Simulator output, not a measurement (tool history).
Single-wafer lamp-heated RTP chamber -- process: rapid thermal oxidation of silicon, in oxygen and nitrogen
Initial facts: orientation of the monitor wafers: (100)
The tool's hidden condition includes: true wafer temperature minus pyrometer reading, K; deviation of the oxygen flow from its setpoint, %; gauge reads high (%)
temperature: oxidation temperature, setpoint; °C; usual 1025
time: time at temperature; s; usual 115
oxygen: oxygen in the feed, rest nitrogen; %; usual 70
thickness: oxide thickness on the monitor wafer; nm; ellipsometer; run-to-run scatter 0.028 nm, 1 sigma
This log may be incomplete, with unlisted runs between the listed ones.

run	hour	temperature	time	oxygen	wafers since the last listed run	wafers since the last pyrometer calibration	hours since the oxygen flow controller was replaced	hours since the gauge calibration	read-back reference wafer on the same gauge, thickness	thickness
1	0	1025	115	70	0	985	3274.5	26.8	10.523	8.855
2	35.4	1025	115	70	302	1288	3309.9	62.2	10.524	8.922
3	113.2	1025	99	92	664	1953	3387.7	140	10.507	9.233
4	132.3	1025	99	92	163	2116	3406.8	159.1	10.51	9.231
5	148.9	1025	115	70	141	2258	3423.4	175.7	10.507	8.949
6	162.9	1025	115	70	119	2378	3437.4	189.7	10.511	8.923
7	195.9	1025	115	70	282	2660	3470.4	222.7	10.525	9.036
# hour 213: oxygen flow controller replaced
8	213.5	1025	115	70	82	2742	0.5	240.3	10.519	8.958
9	239.9	1025	115	70	225	2967	26.9	266.7	10.524	9.048
# hour 256.5: pyrometer window cleaned and pyrometer calibrated
10	263.4	1025	115	70	132	59	50.4	290.2	10.526	9.202
11	277.4	1025	115	70	119	178	64.4	304.2	10.529	9.209
12	305.9	1025	115	70	243	422	92.9	332.7	10.516	9.256
13	335.1	1038	136	86	249	671	122.1	361.9	10.523	11.835
# hour 345.5: gauge calibrated
14	353.6	1000	115	44	158	830	140.6	8.1	10.525	6.533
# hour 382.5: pyrometer window cleaned and pyrometer calibrated, repeated, since the last time left the tool worse
15	432.4	1052	115	50	605	426	219.4	86.9	10.538	9.506
16	466.7	1033	130	57	293	719	253.7	121.2	10.511	9.252
17	494	1040	115	70	233	953	281	148.5	10.529	9.932
18	522.9	1042	115	45	247	1200	309.9	177.4	10.519	8.575
19	544.5	1034	159	70	184	1384	331.5	199	10.528	11.066
20	562.9	1025	115	70	157	1541	349.9	217.4	10.506	8.892

Consider 3 possible next runs. They are alternatives, not a sequence: every one starts from the tool as it was left by run 20. What does each give?
A	563.4	1025	115	70	4	1546	350.4	217.9	?	?
B	563.4	1055	145	92	4	1546	350.4	217.9	?	?
C	563.4	1035	115	70	4	1546	350.4	217.9	?	?

run	read-back reference wafer on the same gauge, thickness	thickness
A	10.509	8.901
B	10.509	13.515
C	10.509	9.556
With the hidden condition removed and each run's random variation left untouched, the same runs would have given:
run	thickness
A	8.853
B	13.445
C	9.505
